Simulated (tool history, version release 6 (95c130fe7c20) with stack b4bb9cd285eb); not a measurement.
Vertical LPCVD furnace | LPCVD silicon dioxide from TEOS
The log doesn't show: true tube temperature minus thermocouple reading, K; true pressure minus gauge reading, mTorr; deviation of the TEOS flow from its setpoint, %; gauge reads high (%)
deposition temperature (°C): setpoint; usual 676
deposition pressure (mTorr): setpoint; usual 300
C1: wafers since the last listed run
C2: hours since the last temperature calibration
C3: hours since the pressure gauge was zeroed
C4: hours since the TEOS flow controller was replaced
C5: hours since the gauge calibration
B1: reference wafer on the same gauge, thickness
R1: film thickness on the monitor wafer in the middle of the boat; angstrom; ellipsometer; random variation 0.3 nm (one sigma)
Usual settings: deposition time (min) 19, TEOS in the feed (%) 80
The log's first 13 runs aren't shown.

run 14 hour=772.7 | deposition_temperature_(°C)=676 deposition_pressure_(mTorr)=300 deposition_time_(min)=19 TEOS_in_the_feed_(%)=80 | C1=1100 C2=193.1 C3=208.6 C4=3713.4 C5=394.1 | B1=85.62 | R1=916.8
run 15 hour=838.9 | deposition_temperature_(°C)=676 deposition_pressure_(mTorr)=300 deposition_time_(min)=19 TEOS_in_the_feed_(%)=68 | C1=1021 C2=259.3 C3=274.8 C4=3779.6 C5=460.3 | B1=85.68 | R1=842.6
-- hour=900 TEOS flow controller replaced
run 16 hour=903.3 | deposition_temperature_(°C)=676 deposition_pressure_(mTorr)=265 deposition_time_(min)=19 TEOS_in_the_feed_(%)=80 | C1=623 C2=323.7 C3=339.2 C4=3.3 C5=524.7 | B1=85.7 | R1=851.3
run 17 hour=1038.9 | deposition_temperature_(°C)=676 deposition_pressure_(mTorr)=300 deposition_time_(min)=21.5 TEOS_in_the_feed_(%)=80 | C1=2092 C2=459.3 C3=474.8 C4=138.9 C5=660.3 | B1=85.66 | R1=1032.6
run 18 hour=1074.4 | deposition_temperature_(°C)=676 deposition_pressure_(mTorr)=300 deposition_time_(min)=19 TEOS_in_the_feed_(%)=80 | C1=547 C2=494.8 C3=510.3 C4=174.4 C5=695.8 | B1=85.73 | R1=912.3
run 19 hour=1135.6 | deposition_temperature_(°C)=676 deposition_pressure_(mTorr)=300 deposition_time_(min)=16.5 TEOS_in_the_feed_(%)=93 | C1=944 C2=556 C3=571.5 C4=235.6 C5=757 | B1=85.71 | R1=856.3
run 20 hour=1182.5 | deposition_temperature_(°C)=676 deposition_pressure_(mTorr)=350 deposition_time_(min)=24.5 TEOS_in_the_feed_(%)=91 | C1=723 C2=602.9 C3=618.4 C4=282.5 C5=803.9 | B1=85.69 | R1=1343.5
run 21 hour=1253.6 | deposition_temperature_(°C)=676 deposition_pressure_(mTorr)=300 deposition_time_(min)=19 TEOS_in_the_feed_(%)=80 | C1=1097 C2=674 C3=689.5 C4=353.6 C5=875 | B1=85.69 | R1=916.6
run 22 hour=1293.8 | deposition_temperature_(°C)=667 deposition_pressure_(mTorr)=330 deposition_time_(min)=19 TEOS_in_the_feed_(%)=80 | C1=620 C2=714.2 C3=729.7 C4=393.8 C5=915.2 | B1=85.67 | R1=765.1
run 23 hour=1332.7 | deposition_temperature_(°C)=676 deposition_pressure_(mTorr)=300 deposition_time_(min)=19 TEOS_in_the_feed_(%)=80 | C1=600 C2=753.1 C3=768.6 C4=432.7 C5=954.1 | B1=85.7 | R1=917.1
run 24 hour=1377.4 | deposition_temperature_(°C)=676 deposition_pressure_(mTorr)=300 deposition_time_(min)=26 TEOS_in_the_feed_(%)=70 | C1=689 C2=797.8 C3=813.3 C4=477.4 C5=998.8 | B1=85.69 | R1=1164.1
run 25 hour=1420.7 | deposition_temperature_(°C)=686 deposition_pressure_(mTorr)=320 deposition_time_(min)=13 TEOS_in_the_feed_(%)=68 | C1=668 C2=841.1 C3=856.6 C4=520.7 C5=1042.1 | B1=85.62 | R1=760
run 26 hour=1463 | deposition_temperature_(°C)=676 deposition_pressure_(mTorr)=250 deposition_time_(min)=21 TEOS_in_the_feed_(%)=80 | C1=652 C2=883.4 C3=898.9 C4=563 C5=1084.4 | B1=85.69 | R1=922
run 27 hour=1490.2 | deposition_temperature_(°C)=676 deposition_pressure_(mTorr)=330 deposition_time_(min)=19 TEOS_in_the_feed_(%)=72 | C1=419 C2=910.6 C3=926.1 C4=590.2 C5=1111.6 | B1=85.77 | R1=907.9
run 28 hour=1559.9 | deposition_temperature_(°C)=686 deposition_pressure_(mTorr)=300 deposition_time_(min)=19 TEOS_in_the_feed_(%)=80 | C1=1075 C2=980.3 C3=995.8 C4=659.9 C5=1181.3 | B1=85.69 | R1=1167.8
run 29 hour=1603.2 | deposition_temperature_(°C)=664 deposition_pressure_(mTorr)=300 deposition_time_(min)=19 TEOS_in_the_feed_(%)=75 | C1=668 C2=1023.6 C3=1039.1 C4=703.2 C5=1224.6 | B1=85.72 | R1=657.4
run 30 hour=1638.4 | deposition_temperature_(°C)=679 deposition_pressure_(mTorr)=300 deposition_time_(min)=19 TEOS_in_the_feed_(%)=80 | C1=543 C2=1058.8 C3=1074.3 C4=738.4 C5=1259.8 | B1=85.68 | R1=988.7

Forecast each of these 5 alternatives for the next run:
run A hour=1643.1 | deposition_temperature_(°C)=676 deposition_pressure_(mTorr)=300 deposition_time_(min)=19 TEOS_in_the_feed_(%)=80 | C1=72 C2=1063.5 C3=1079 C4=743.1 C5=1264.5 | B1=? | R1=?
run B hour=1643.1 | deposition_temperature_(°C)=676 deposition_pressure_(mTorr)=360 deposition_time_(min)=19 TEOS_in_the_feed_(%)=87 | C1=72 C2=1063.5 C3=1079 C4=743.1 C5=1264.5 | B1=? | R1=?
run C hour=1643.1 | deposition_temperature_(°C)=683 deposition_pressure_(mTorr)=250 deposition_time_(min)=26.5 TEOS_in_the_feed_(%)=72 | C1=72 C2=1063.5 C3=1079 C4=743.1 C5=1264.5 | B1=? | R1=?
run D hour=1643.1 | deposition_temperature_(°C)=676 deposition_pressure_(mTorr)=300 deposition_time_(min)=12 TEOS_in_the_feed_(%)=80 | C1=72 C2=1063.5 C3=1079 C4=743.1 C5=1264.5 | B1=? | R1=?
run E hour=1643.1 | deposition_temperature_(°C)=676 deposition_pressure_(mTorr)=260 deposition_time_(min)=22.5 TEOS_in_the_feed_(%)=80 | C1=72 C2=1063.5 C3=1079 C4=743.1 C5=1264.5 | B1=? | R1=?

run=A B1=85.69 R1=913.1
run=B B1=85.69 R1=1043.1
run=C B1=85.69 R1=1307
run=D B1=85.69 R1=576.7
run=E B1=85.69 R1=1006.6
Without the tool's hidden state the same runs would have given:
run=A R1=904.9
run=B R1=1033.7
run=C R1=1295.5
run=D R1=571.5
run=E R1=997.6
